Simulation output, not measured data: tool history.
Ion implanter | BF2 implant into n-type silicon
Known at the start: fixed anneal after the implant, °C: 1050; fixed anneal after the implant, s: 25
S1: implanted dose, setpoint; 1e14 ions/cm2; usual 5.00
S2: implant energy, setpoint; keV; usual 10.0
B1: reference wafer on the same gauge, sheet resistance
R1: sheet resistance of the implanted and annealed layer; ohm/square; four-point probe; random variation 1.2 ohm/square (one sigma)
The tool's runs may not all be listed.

run    hour    S1    S2      B1      R1
  1     0.0  5.00   9.0  254.06  256.70
  2    45.9  5.00   9.0  253.86  258.08
  3    95.8  5.00  10.0  253.62  254.04
  4   125.4  5.00  10.0  254.07  257.59
  5   151.6  5.00  10.0  253.82  253.83
  6   190.2  3.88  10.0  253.89  313.05
  7   215.9  3.88  10.0  253.92  312.16
  8   279.2  5.00  10.0  254.05  258.32
  9   424.0  5.00  10.0  254.09  260.70
 10   448.0  5.00  10.0  253.92  258.85
 11   596.3  5.00  10.0  254.06  263.26
      609.3  -- Faraday cup replaced and dose calibrated
      639.6  -- extraction supply calibrated
 12   647.4  4.26  10.0  253.89  285.91
 13   673.9  4.26  10.0  253.91  285.71
 14   729.3  5.00  10.0  253.65  251.80
 15   781.2  5.00  10.0  254.27  253.53
 16   810.0  5.00  10.0  254.06  253.84
 17   867.4  5.63   7.0  253.90  250.70
 18   917.3  6.45  12.5  253.83  202.96
 19   950.6  3.75   7.5  254.22  337.69
 20  1003.5  5.00  10.0  254.08  256.67
 21  1029.6  5.00  10.0  254.04  258.33
 22  1079.5  6.03  13.5  253.88  213.23
     1130.2  -- gauge calibrated
 23  1139.8  5.00  10.0  254.04  258.98
 24  1174.8  3.82   7.5  253.90  333.43
 25  1201.2  4.58   8.0  253.92  287.68
     1246.8  -- Faraday cup replaced and dose calibrated
 26  1255.6  5.00  10.0  254.16  252.36
 27  1305.4  5.00  10.0  254.06  249.29
 28  1355.4  5.57  10.0  253.91  232.66
 29  1391.1  5.65  13.5  254.30  219.14
 30  1435.9  4.26  10.0  253.97  290.29
 31  1499.2  4.43  13.0  254.27  269.61
 32  1536.8  4.05  10.0  254.01  304.52
 33  1572.2  3.50  11.0  253.74  339.46

The same runs without the tool's hidden state, with the same run-to-run variation:
The hidden state here: deviation of the true dose from the Faraday cup's reading, %; deviation of the true energy from its setpoint, %; gauge reads high (%).
run      R1
  1  255.52
  2  256.32
  3  251.65
  4  254.79
  5  250.74
  6  308.31
  7  307.00
  8  253.52
  9  253.97
 10  251.85
 11  254.17
 12  286.49
 13  285.90
 14  251.27
 15  252.34
 16  252.29
 17  248.68
 18  200.82
 19  333.10
 20  252.62
 21  253.93
 22  209.18
 23  253.13
 24  325.07
 25  280.35
 26  253.09
 27  249.40
 28  232.21
 29  218.31
 30  288.45
 31  266.95
 32  300.94
 33  334.66
